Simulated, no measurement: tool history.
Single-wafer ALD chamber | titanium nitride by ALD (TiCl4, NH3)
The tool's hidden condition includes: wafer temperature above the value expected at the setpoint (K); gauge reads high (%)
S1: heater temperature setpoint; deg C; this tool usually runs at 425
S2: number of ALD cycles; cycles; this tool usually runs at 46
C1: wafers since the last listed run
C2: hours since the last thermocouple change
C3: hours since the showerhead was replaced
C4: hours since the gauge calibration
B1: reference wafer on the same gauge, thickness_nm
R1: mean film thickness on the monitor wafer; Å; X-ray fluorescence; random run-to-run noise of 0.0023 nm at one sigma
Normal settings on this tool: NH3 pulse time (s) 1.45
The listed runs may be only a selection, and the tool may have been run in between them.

{"run": 1, "day": 0.0, "S1": 425, "S2": 39, "NH3 pulse time (s)": 1.45, "C1": 0, "C2": 1196.1, "C3": 2074.7, "C4": 1203.4, "B1": 1.074, "R1": 7.91}
{"day": 1.3, "done": "gauge calibrated"}
{"run": 2, "day": 4.183, "S1": 425, "S2": 39, "NH3 pulse time (s)": 1.45, "C1": 538, "C2": 1296.5, "C3": 2175.1, "C4": 69.2, "B1": 1.042, "R1": 7.71}
{"run": 3, "day": 8.083, "S1": 425, "S2": 39, "NH3 pulse time (s)": 1.45, "C1": 502, "C2": 1390.1, "C3": 2268.7, "C4": 162.8, "B1": 1.043, "R1": 7.7}
{"run": 4, "day": 11.246, "S1": 425, "S2": 46, "NH3 pulse time (s)": 1.13, "C1": 407, "C2": 1466.0, "C3": 2344.6, "C4": 238.7, "B1": 1.043, "R1": 9.02}
{"run": 5, "day": 13.429, "S1": 425, "S2": 46, "NH3 pulse time (s)": 1.13, "C1": 281, "C2": 1518.4, "C3": 2397.0, "C4": 291.1, "B1": 1.044, "R1": 8.98}
{"run": 6, "day": 15.375, "S1": 425, "S2": 46, "NH3 pulse time (s)": 1.45, "C1": 250, "C2": 1565.1, "C3": 2443.7, "C4": 337.8, "B1": 1.044, "R1": 9.08}
{"run": 7, "day": 17.817, "S1": 425, "S2": 46, "NH3 pulse time (s)": 1.45, "C1": 314, "C2": 1623.7, "C3": 2502.3, "C4": 396.4, "B1": 1.044, "R1": 9.12}
{"run": 8, "day": 20.683, "S1": 425, "S2": 46, "NH3 pulse time (s)": 1.45, "C1": 369, "C2": 1692.5, "C3": 2571.1, "C4": 465.2, "B1": 1.045, "R1": 9.11}
{"run": 9, "day": 25.254, "S1": 425, "S2": 46, "NH3 pulse time (s)": 1.45, "C1": 588, "C2": 1802.2, "C3": 2680.8, "C4": 574.9, "B1": 1.047, "R1": 9.14}
{"run": 10, "day": 29.162, "S1": 435, "S2": 46, "NH3 pulse time (s)": 1.45, "C1": 503, "C2": 1896.0, "C3": 2774.6, "C4": 668.7, "B1": 1.049, "R1": 9.12}
{"run": 11, "day": 32.304, "S1": 435, "S2": 46, "NH3 pulse time (s)": 1.45, "C1": 404, "C2": 1971.4, "C3": 2850.0, "C4": 744.1, "B1": 1.051, "R1": 9.2}
{"run": 12, "day": 35.667, "S1": 425, "S2": 39, "NH3 pulse time (s)": 1.45, "C1": 432, "C2": 2052.1, "C3": 2930.7, "C4": 824.8, "B1": 1.053, "R1": 7.77}
{"run": 13, "day": 39.054, "S1": 425, "S2": 40, "NH3 pulse time (s)": 1.92, "C1": 436, "C2": 2133.4, "C3": 3012.0, "C4": 906.1, "B1": 1.055, "R1": 8.08}
{"run": 14, "day": 41.012, "S1": 425, "S2": 46, "NH3 pulse time (s)": 1.45, "C1": 252, "C2": 2180.4, "C3": 3059.0, "C4": 953.1, "B1": 1.057, "R1": 9.22}

Estimate the outcome of run 15 from the log above:
{"run": 15, "day": 43.971, "S1": 413, "S2": 54, "NH3 pulse time (s)": 1.91, "C1": 380, "C2": 2251.4, "C3": 3130.0, "C4": 1024.1, "B1": "?", "R1": "?"}

{"run 15": {"B1": 1.058, "R1": 10.89}}
If the tool had no hidden condition, the same run with the same run-to-run variation would have returned R1 10.79 Å.

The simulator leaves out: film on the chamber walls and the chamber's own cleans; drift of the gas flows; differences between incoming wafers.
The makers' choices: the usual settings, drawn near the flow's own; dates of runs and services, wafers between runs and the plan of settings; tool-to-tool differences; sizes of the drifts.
